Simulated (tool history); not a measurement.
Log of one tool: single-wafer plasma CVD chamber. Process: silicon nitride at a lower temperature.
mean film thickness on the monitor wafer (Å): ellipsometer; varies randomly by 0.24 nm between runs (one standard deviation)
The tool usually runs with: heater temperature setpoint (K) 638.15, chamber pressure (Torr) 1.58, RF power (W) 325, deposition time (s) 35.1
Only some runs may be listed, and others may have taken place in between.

run	hour	heater temperature setpoint (K)	chamber pressure (Torr)	RF power (W)	deposition time (s)	read-back reference wafer on the same gauge, thickness_nm	mean film thickness on the monitor wafer (Å)
1	0	638.15	1.58	325	35.1	52.499	422.26
2	39.7	638.15	1.58	325	35.1	52.529	422.55
# hour 83.4: RF generator calibrated
3	105.7	638.15	1.58	325	35.1	52.479	449.12
# hour 136.6: thermocouple changed; heater temperature recalibrated
4	174.9	638.15	1.58	325	35.1	52.393	444.03
5	249.4	638.15	1.58	325	35.1	52.481	444.49
6	289.5	647.15	1.58	325	35.1	52.458	440.25
7	352.5	638.15	1.58	325	35.1	52.449	441.77
8	428.4	638.15	1.58	325	35.1	52.444	439.45
9	587.3	638.15	1.58	325	35.1	52.529	433.59
# hour 645.5: capacitance manometer re-zeroed and calibrated
10	687.2	638.15	1.58	325	35.1	52.569	434.88
11	773.8	638.15	1.58	325	35.1	52.581	432.79
12	860.9	638.15	1.58	365	35.1	52.526	476.49
13	952.8	638.15	1.77	325	35.1	52.439	445.6
14	1047.3	638.15	1.23	325	37.5	52.512	408.35
15	1136.6	632.15	1.58	370	38	52.55	518.42
16	1230.4	625.15	1.58	325	35.1	52.555	425.09
# hour 1313.4: RF generator calibrated
17	1313.9	638.15	1.58	325	35.1	52.48	446.77
# hour 1366.3: gauge calibrated
18	1368.8	645.15	1.82	325	32.7	52.481	439.41
# hour 1403.9: thermocouple changed; heater temperature recalibrated
19	1472.9	638.15	1.58	345	35.1	52.533	475.81
20	1570.9	638.15	1.58	325	32	52.441	404.1
21	1685.5	638.15	1.58	350	31.1	52.483	418.58
22	1760.4	638.15	1.26	295	40.8	52.566	420.71
# hour 1829.7: showerhead replaced
23	1830.2	638.15	1.58	325	35.1	52.477	432.26
24	1928.9	633.15	1.75	325	35.1	52.51	454.07
# hour 1941.8: capacitance manometer re-zeroed and calibrated
25	2022.3	638.15	1.58	265	35.1	52.571	346.85
26	2086.6	638.15	1.23	325	37.5	52.446	414.36
27	2161.3	646.15	1.9	375	29.2	52.458	433.28
28	2369.9	638.15	1.58	365	41.6	52.504	556.62

4 ways to go on from here, each from the tool as it stands after run 28. What would each give?
A	2370.3	638.15	1.58	325	35.1	?	?
B	2370.3	632.15	1.58	325	35.1	?	?
C	2370.3	638.15	1.2	325	31.5	?	?
D	2370.3	638.15	1.32	355	28.3	?	?

run	read-back reference wafer on the same gauge, thickness_nm	mean film thickness on the monitor wafer (Å)
A	52.465	422.74
B	52.465	423.87
C	52.465	337.44
D	52.465	344.83
With the hidden condition removed and each run's random variation left untouched, the same runs would have given:
run	mean film thickness on the monitor wafer (Å)
A	450.79
B	452
C	359.83
D	366.68
